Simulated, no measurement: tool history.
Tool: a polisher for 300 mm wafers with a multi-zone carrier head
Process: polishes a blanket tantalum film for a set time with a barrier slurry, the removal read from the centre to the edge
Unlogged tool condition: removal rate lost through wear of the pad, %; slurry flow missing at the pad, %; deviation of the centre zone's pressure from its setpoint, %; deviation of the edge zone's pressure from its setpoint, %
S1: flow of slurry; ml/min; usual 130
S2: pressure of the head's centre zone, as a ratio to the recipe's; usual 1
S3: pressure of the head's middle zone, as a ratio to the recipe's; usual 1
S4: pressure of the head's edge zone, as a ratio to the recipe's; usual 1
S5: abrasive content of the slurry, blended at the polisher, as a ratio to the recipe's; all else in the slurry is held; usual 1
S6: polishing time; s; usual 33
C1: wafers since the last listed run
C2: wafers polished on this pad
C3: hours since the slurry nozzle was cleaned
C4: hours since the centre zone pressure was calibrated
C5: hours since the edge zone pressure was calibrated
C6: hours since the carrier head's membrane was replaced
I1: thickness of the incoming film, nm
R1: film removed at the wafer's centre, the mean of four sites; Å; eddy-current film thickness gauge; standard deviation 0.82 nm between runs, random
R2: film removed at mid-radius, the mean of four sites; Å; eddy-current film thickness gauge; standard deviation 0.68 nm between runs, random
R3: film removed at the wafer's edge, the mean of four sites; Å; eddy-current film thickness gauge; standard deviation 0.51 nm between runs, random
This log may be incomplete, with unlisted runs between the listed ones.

| run | hour | S1 | S2 | S3 | S4 | S5 | S6 | C1 | C2 | C3 | C4 | C5 | C6 | I1 | R1 | R2 | R3 |
|---|---|---|---|---|---|---|---|---|---|---|---|---|---|---|---|---|---|
| 1 | 0 | 130 | 1 | 1 | 1 | 1 | 33 | 0 | 1304 | 593.9 | 79.4 | 934.3 | 1427.6 | 375.2 | 746 | 762 | 766 |
|  | 10.7 | worn pad replaced by a new one |
| 2 | 22.6 | 130 | 1 | 1 | 1 | 1 | 33 | 207 | 132 | 616.5 | 102 | 956.9 | 1450.2 | 384.4 | 773 | 771 | 762 |
| 3 | 53.6 | 130 | 0.92 | 1 | 1 | 1 | 33 | 346 | 478 | 647.5 | 133 | 987.9 | 1481.2 | 387.8 | 680 | 754 | 770 |
| 4 | 72.3 | 130 | 1 | 1 | 1 | 1 | 33 | 208 | 687 | 666.2 | 151.7 | 1006.6 | 1499.9 | 379 | 747 | 753 | 756 |
| 5 | 95.2 | 130 | 1 | 1 | 1 | 1 | 33 | 255 | 942 | 689.1 | 174.6 | 1029.5 | 1522.8 | 380.1 | 749 | 754 | 770 |
| 6 | 117.2 | 130 | 1 | 1 | 1 | 1 | 33 | 245 | 1188 | 711.1 | 196.6 | 1051.5 | 1544.8 | 375.7 | 738 | 750 | 758 |
| 7 | 139.1 | 130 | 1 | 1 | 1 | 1 | 33 | 244 | 1432 | 733 | 218.5 | 1073.4 | 1566.7 | 381.6 | 768 | 768 | 772 |
|  | 155 | worn pad replaced by a new one |
| 8 | 167.4 | 110 | 1 | 1 | 1 | 1 | 33 | 271 | 137 | 761.3 | 246.8 | 1101.7 | 1595 | 382.4 | 722 | 733 | 752 |
| 9 | 197.3 | 130 | 1 | 1 | 1.11 | 1 | 33 | 333 | 471 | 791.2 | 276.7 | 1131.6 | 1624.9 | 386 | 748 | 754 | 801 |
|  | 200.2 | edge zone pressure recalibrated |
|  | 212.1 | slurry nozzle cleaned |
| 10 | 229.2 | 130 | 0.9 | 0.89 | 1 | 1.3 | 43 | 322 | 794 | 17.1 | 308.6 | 29 | 1656.8 | 379.7 | 900 | 917 | 1025 |
|  | 237.9 | carrier head's membrane replaced by a new one |
| 11 | 244.6 | 165 | 0.89 | 1 | 1 | 1 | 33 | 116 | 910 | 32.5 | 324 | 44.4 | 6.7 | 381.5 | 650 | 748 | 768 |
|  | 264.5 | centre zone pressure recalibrated |
| 12 | 271.4 | 110 | 1 | 1 | 1 | 1.2 | 33 | 276 | 1187 | 59.3 | 6.9 | 71.2 | 33.5 | 373.8 | 711 | 711 | 757 |
| 13 | 294.9 | 130 | 1 | 0.94 | 1 | 1 | 33 | 262 | 1449 | 82.8 | 30.4 | 94.7 | 57 | 379.4 | 685 | 676 | 731 |
|  | 305 | worn pad replaced by a new one |
| 14 | 328.2 | 90 | 0.94 | 1 | 1 | 1 | 33 | 327 | 258 | 116.1 | 63.7 | 128 | 90.3 | 380.1 | 587 | 646 | 688 |
| 15 | 342.4 | 105 | 1 | 1.09 | 1 | 1 | 33 | 158 | 417 | 130.3 | 77.9 | 142.2 | 104.5 | 375.2 | 663 | 712 | 704 |
| 16 | 360.4 | 130 | 1 | 1 | 1 | 1 | 33 | 200 | 618 | 148.3 | 95.9 | 160.2 | 122.5 | 380.5 | 684 | 697 | 734 |
|  | 361.8 | slurry nozzle cleaned, repeated, since the last time left the tool worse |
| 17 | 391.7 | 130 | 1 | 1 | 1 | 1 | 33 | 338 | 956 | 29.9 | 127.2 | 191.5 | 153.8 | 379.9 | 771 | 768 | 795 |
| 18 | 413.2 | 130 | 1.07 | 1 | 1.09 | 1 | 33 | 239 | 1196 | 51.4 | 148.7 | 213 | 175.3 | 379.8 | 842 | 788 | 825 |
|  | 442.8 | worn pad replaced by a new one |
| 19 | 443.3 | 130 | 0.94 | 1.03 | 1 | 0.85 | 33 | 291 | 6 | 81.5 | 178.8 | 243.1 | 205.4 | 379.4 | 690 | 752 | 740 |
| 20 | 475.9 | 130 | 1.09 | 1 | 1 | 1 | 22 | 363 | 369 | 114.1 | 211.4 | 275.7 | 238 | 376.2 | 562 | 519 | 520 |
| 21 | 499.6 | 95 | 1 | 0.93 | 0.93 | 1.15 | 33 | 264 | 634 | 137.8 | 235.1 | 299.4 | 261.7 | 384.3 | 752 | 735 | 763 |

How would selected steps in R1 from run to run divide? Give the signed amount a tool lacking its hidden state would still show from settings, what came in and random variation, and the signed amount left for the hidden state, including any gauge scatter that is not in both of the compared results.
Run 9 -> 10: S2 1 -> 0.9, S3 1 -> 0.89, S4 1.11 -> 1, S5 1 -> 1.3, S6 33 -> 43, edge zone pressure recalibrated, slurry nozzle cleaned. R1 +152 Å: hidden state -73, all else +225.
Run 10 -> 11: S1 130 -> 165, S2 0.9 -> 0.89, S3 0.89 -> 1, S5 1.3 -> 1, S6 43 -> 33, carrier head's membrane replaced by a new one. R1 -250 Å: hidden state +42, all else -292.
Run 16 -> 17: slurry nozzle cleaned, repeated, since the last time left the tool worse. R1 +87 Å: hidden state +93, all else -6.
Run 20 -> 21: S1 130 -> 95, S2 1.09 -> 1, S3 1 -> 0.93, S4 1 -> 0.93, S5 1 -> 1.15, S6 22 -> 33. R1 +190 Å: hidden state -4, all else +194.
